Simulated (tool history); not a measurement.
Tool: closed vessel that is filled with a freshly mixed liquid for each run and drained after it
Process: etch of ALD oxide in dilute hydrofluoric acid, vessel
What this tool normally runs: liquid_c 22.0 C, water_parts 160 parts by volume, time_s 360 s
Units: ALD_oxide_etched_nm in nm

run     day  liquid_c  water_parts  time_s  wafers since the last listed run  hours since the thermometer was replaced  hours since the hydrofluoric acid flow meter was replaced  hours since the gauge calibration  read-back film thickness of the ALD oxide reference wafer, read on the same gauge (nm)  ALD_oxide_etched_nm
  1   0.000      22.0          160     360                                 0                                    1395.7                                                     1972.3                              236.8                                                                                  110.00                26.53
  2   1.017      22.0          160     360                              1489                                    1420.1                                                     1996.7                              261.2                                                                                  110.00                26.93
  3   1.696      22.0          160     360                               994                                    1436.4                                                     2013.0                              277.5                                                                                  110.00                26.58
  4   2.433      22.0          160     360                              1080                                    1454.1                                                     2030.7                              295.2                                                                                  110.05                26.62
  5   3.704      22.0          160     360                              1861                                    1484.6                                                     2061.2                              325.7                                                                                  109.95                26.70
      4.600  -- gauge calibrated
  6   4.971      18.5          160     475                              1855                                    1515.0                                                     2091.6                                8.9                                                                                  110.02                30.12
  7   5.725      22.0          160     360                              1104                                    1533.1                                                     2109.7                               27.0                                                                                  110.03                26.27
  8   6.662      22.0          160     360                              1373                                    1555.6                                                     2132.2                               49.5                                                                                  110.01                26.10
  9   7.608      22.0          160     360                              1385                                    1578.3                                                     2154.9                               72.2                                                                                  109.98                26.61
      8.662  -- hydrofluoric acid flow meter replaced
 10  10.117      22.0          160     360                              3613                                    1638.5                                                       34.9                              132.4                                                                                  109.97                30.08
     10.783  -- thermometer replaced
 11  11.054      22.0          160     360                              1312                                       6.5                                                       57.4                              154.9                                                                                  109.98                30.43
 12  11.962      22.0          160     360                              1330                                      28.3                                                       79.2                              176.7                                                                                  110.02                29.81
 13  13.117      26.0          160     475                              1690                                      56.0                                                      106.9                              204.4                                                                                  110.00                45.36
 14  13.671      22.0          160     360                               811                                      69.3                                                      120.2                              217.7                                                                                  110.01                30.16
 15  15.071      22.0          160     215                              2050                                     102.9                                                      153.8                              251.3                                                                                  110.00                17.80
 16  16.458      18.0           90     565                              2032                                     136.2                                                      187.1                              284.6                                                                                  110.03                76.34
 17  17.175      22.0          160     360                              1049                                     153.4                                                      204.3                              301.8                                                                                  110.03                29.97
     17.612  -- gauge calibrated
 18  18.079      17.0          160     495                              1324                                     175.1                                                      226.0                               11.2                                                                                  110.00                33.70
 19  19.288      25.0          160     360                              1769                                     204.1                                                      255.0                               40.2                                                                                  110.01                33.58
 20  19.854      19.5          135     360                               830                                     217.7                                                      268.6                               53.8                                                                                  109.97                32.80
 21  20.983      18.0          160     360                              1654                                     244.8                                                      295.7                               80.9                                                                                  110.00                25.75
 22  22.108      22.0          160     360                              1647                                     271.8                                                      322.7                              107.9                                                                                  109.98                29.37

Here are 4 independent what-if runs from the current tool condition. What would each one return?
  A  22.142      22.0          140     360                                48                                     272.6                                                      323.5                              108.7                                                                                       ?                    ?
  B  22.142      22.0          180     565                                48                                     272.6                                                      323.5                              108.7                                                                                       ?                    ?
  C  22.142      22.0          235     360                                48                                     272.6                                                      323.5                              108.7                                                                                       ?                    ?
  D  22.142      24.0          120     535                                48                                     272.6                                                      323.5                              108.7                                                                                       ?                    ?

run  read-back film thickness of the ALD oxide reference wafer, read on the same gauge (nm)  ALD_oxide_etched_nm
  A                                                                                  110.01                34.18
  B                                                                                  110.01                39.93
  C                                                                                  110.01                18.41
  D                                                                                  110.01                65.59
The same runs, with their run-to-run variation unchanged, on a tool lacking any hidden condition would have given:
run  ALD_oxide_etched_nm
  A                35.05
  B                40.98
  C                18.91
  D                67.25

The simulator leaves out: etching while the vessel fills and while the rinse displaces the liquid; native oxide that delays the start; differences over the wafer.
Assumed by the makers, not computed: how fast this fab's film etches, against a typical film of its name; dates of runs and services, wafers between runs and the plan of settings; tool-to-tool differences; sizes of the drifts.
